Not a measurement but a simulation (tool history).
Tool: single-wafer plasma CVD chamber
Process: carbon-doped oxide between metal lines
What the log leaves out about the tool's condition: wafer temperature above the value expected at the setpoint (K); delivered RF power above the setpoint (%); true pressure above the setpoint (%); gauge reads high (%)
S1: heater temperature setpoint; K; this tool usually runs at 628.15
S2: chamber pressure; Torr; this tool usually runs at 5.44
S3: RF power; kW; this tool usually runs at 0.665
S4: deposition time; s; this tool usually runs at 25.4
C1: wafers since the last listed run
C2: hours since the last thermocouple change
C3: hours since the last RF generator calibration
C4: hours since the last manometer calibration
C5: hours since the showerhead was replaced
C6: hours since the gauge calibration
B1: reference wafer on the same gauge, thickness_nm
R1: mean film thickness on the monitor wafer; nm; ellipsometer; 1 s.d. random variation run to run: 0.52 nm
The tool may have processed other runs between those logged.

run	hour	S1	S2	S3	S4	C1	C2	C3	C4	C5	C6	B1	R1
1	0	628.15	5.44	0.665	25.4	0	684.8	722.8	941.5	7240	126.9	175.177	148.025
2	14.3	623.15	5.44	0.665	25.4	313	699.1	737.1	955.8	7254.3	141.2	175.094	149.67
3	32.1	623.15	5.44	0.665	25.4	389	716.9	754.9	973.6	7272.1	159	174.772	149.551
4	39.4	623.15	5.44	0.665	25.4	159	724.2	762.2	980.9	7279.4	166.3	175.022	149.268
# hour 53.7: gauge calibrated
5	55.5	618.15	5.13	0.665	25.4	352	740.3	778.3	997	7295.5	1.8	175.074	150.926
6	62.1	618.15	5.13	0.665	25.4	144	746.9	784.9	1003.6	7302.1	8.4	175.102	150.48
7	68.3	638.15	5.81	0.665	25.4	135	753.1	791.1	1009.8	7308.3	14.6	175.096	146.9
8	79.9	638.15	5.81	0.665	25.4	254	764.7	802.7	1021.4	7319.9	26.2	175.034	146.22
9	88	638.15	5.81	0.665	25.4	177	772.8	810.8	1029.5	7328	34.3	175.047	146.177
10	97.3	637.15	5.44	0.64	25.4	203	782.1	820.1	1038.8	7337.3	43.6	174.859	143
# hour 105.6: showerhead replaced
11	109.1	628.15	5.44	0.665	25.4	83	793.9	831.9	1050.6	3.5	55.4	175.193	147.877
12	122.3	628.15	5.44	0.665	25.4	289	807.1	845.1	1063.8	16.7	68.6	175.008	148.121
# hour 138.4: capacitance manometer re-zeroed and calibrated
13	138.9	628.15	5.44	0.665	25.4	188	823.7	861.7	0.5	33.3	85.2	174.956	147.907
14	143.7	628.15	6.44	0.665	25.4	105	828.5	866.5	5.3	38.1	90	174.955	150.999
15	153.6	620.15	4.4	0.665	25.4	216	838.4	876.4	15.2	48	99.9	174.973	144.292
16	193	628.15	6.12	0.665	25.4	862	877.8	915.8	54.6	87.4	139.3	174.872	150.154
17	204.9	616.15	5.44	0.665	25.4	260	889.7	927.7	66.5	99.3	151.2	175.059	152.285
# hour 217.1: RF generator calibrated
18	219.9	614.15	5.44	0.665	25.4	153	904.7	2.8	81.5	114.3	166.2	175.198	153.227
19	232.2	628.15	4.09	0.665	27.5	269	917	15.1	93.8	126.6	178.5	174.832	151.316
20	246.7	628.15	5.44	0.535	25.4	317	931.5	29.6	108.3	141.1	193	175.045	134.696
# hour 259.1: thermocouple changed; heater temperature recalibrated
21	263.5	628.15	5.44	0.665	25.4	192	4.4	46.4	125.1	157.9	209.8	175.114	147.297
# hour 268.6: gauge calibrated
22	270	628.15	5.44	0.755	21.5	142	10.9	52.9	131.6	164.4	1.4	175.029	131.812
23	287.3	628.15	4.77	0.705	25.4	378	28.2	70.2	148.9	181.7	18.7	175.021	147.579
24	297	628.15	4.65	0.665	25.4	212	37.9	79.9	158.6	191.4	28.4	175.293	143.038
25	307.6	628.15	5.44	0.665	25.4	232	48.5	90.5	169.2	202	39	174.887	147.86
26	320.5	628.15	5.44	0.665	20.9	282	61.4	103.4	182.1	214.9	51.9	175.029	120.832
27	338	628.15	5.44	0.755	21.5	383	78.9	120.9	199.6	232.4	69.4	174.996	133.119

Each row is a separate what-if for the run after 27, all from the same tool condition, not one after another. Results?
A	338.4	628.15	5.44	0.665	25.4	8	79.3	121.3	200	232.8	69.8	?	?
B	338.4	639.15	5.44	0.665	23.4	8	79.3	121.3	200	232.8	69.8	?	?
C	338.4	638.15	6.31	0.74	25.4	8	79.3	121.3	200	232.8	69.8	?	?
D	338.4	628.15	5.04	0.665	25.4	8	79.3	121.3	200	232.8	69.8	?	?
E	338.4	633.15	4.62	0.605	29.3	8	79.3	121.3	200	232.8	69.8	?	?

run	B1	R1
A	174.857	147.142
B	174.857	132.405
C	174.857	153.621
D	174.857	145.048
E	174.857	155.927
Without the tool's hidden state the same runs would have given:
run	R1
A	147.142
B	132.405
C	153.621
D	145.048
E	155.927
